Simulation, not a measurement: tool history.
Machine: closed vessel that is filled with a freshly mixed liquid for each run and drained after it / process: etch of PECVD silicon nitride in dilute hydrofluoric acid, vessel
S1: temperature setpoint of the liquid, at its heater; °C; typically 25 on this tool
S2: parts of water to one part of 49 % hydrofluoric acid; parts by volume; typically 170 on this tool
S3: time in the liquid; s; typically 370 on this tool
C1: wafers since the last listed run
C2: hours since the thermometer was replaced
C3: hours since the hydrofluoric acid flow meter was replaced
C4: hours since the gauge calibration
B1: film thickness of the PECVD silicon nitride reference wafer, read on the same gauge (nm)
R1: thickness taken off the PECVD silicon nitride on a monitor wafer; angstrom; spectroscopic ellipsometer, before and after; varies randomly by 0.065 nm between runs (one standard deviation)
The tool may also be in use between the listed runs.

run	hour	S1	S2	S3	C1	C2	C3	C4	B1	R1
1	0	25	170	370	0	1895	1087.2	86	39.99	85.5
2	28.7	25	170	370	3117	1923.7	1115.9	114.7	40	84.8
3	47.4	25	170	370	2031	1942.4	1134.6	133.4	40	87.2
4	71.9	25	170	370	2661	1966.9	1159.1	157.9	40.02	85.6
5	90.5	25	170	370	2020	1985.5	1177.7	176.5	40.02	86.9
6	125.5	25	170	370	3801	2020.5	1212.7	211.5	40	86.1
7	152.8	25	170	370	2965	2047.8	1240	238.8	40	87.4
8	187.8	25	170	370	3801	2082.8	1275	273.8	40.01	87.1
9	202	25	170	370	1542	2097	1289.2	288	40	86.9
10	215.7	25	170	370	1488	2110.7	1302.9	301.7	40	88.4
11	233.3	25	170	370	1911	2128.3	1320.5	319.3	40	87.3
12	260.9	25	170	370	2998	2155.9	1348.1	346.9	39.99	89.3
13	296.4	25	170	370	3856	2191.4	1383.6	382.4	40	89.9
14	327.4	25	170	370	3367	2222.4	1414.6	413.4	40	89.4
15	351.1	25	170	275	2574	2246.1	1438.3	437.1	40	66.7
16	383.6	29.5	215	485	3530	2278.6	1470.8	469.6	39.99	120.8
17	409.1	25	170	370	2769	2304.1	1496.3	495.1	40.01	89.5
18	439.8	21	115	580	3334	2334.8	1527	525.8	39.98	164.4
19	452.2	27	145	575	1346	2347.2	1539.4	538.2	40	188.8
20	481.8	25	170	370	3215	2376.8	1569	567.8	39.99	91.3
21	577.6	25	170	290	10406	2472.6	1664.8	663.6	40.01	71.4
22	590.9	22	170	370	1444	2485.9	1678.1	676.9	39.99	78
# hour 596.7: hydrofluoric acid flow meter replaced
23	612.3	25	170	215	2215	2507.3	15.6	698.3	40	47.3
# hour 616.5: thermometer replaced
24	634.2	25	170	370	2270	17.7	37.5	720.2	40.01	70.4
25	666.9	27	170	450	3552	50.4	70.2	752.9	39.98	97.1

What will run 26 give?
# hour 673: gauge calibrated
26	697.2	29.5	115	370	3291	80.7	100.5	24.2	?	?

{"run 26": {"B1": 40.01, "R1": 137}}
With the hidden condition absent and the run-to-run variation left alone, this run would have shown R1 133.7 angstrom.
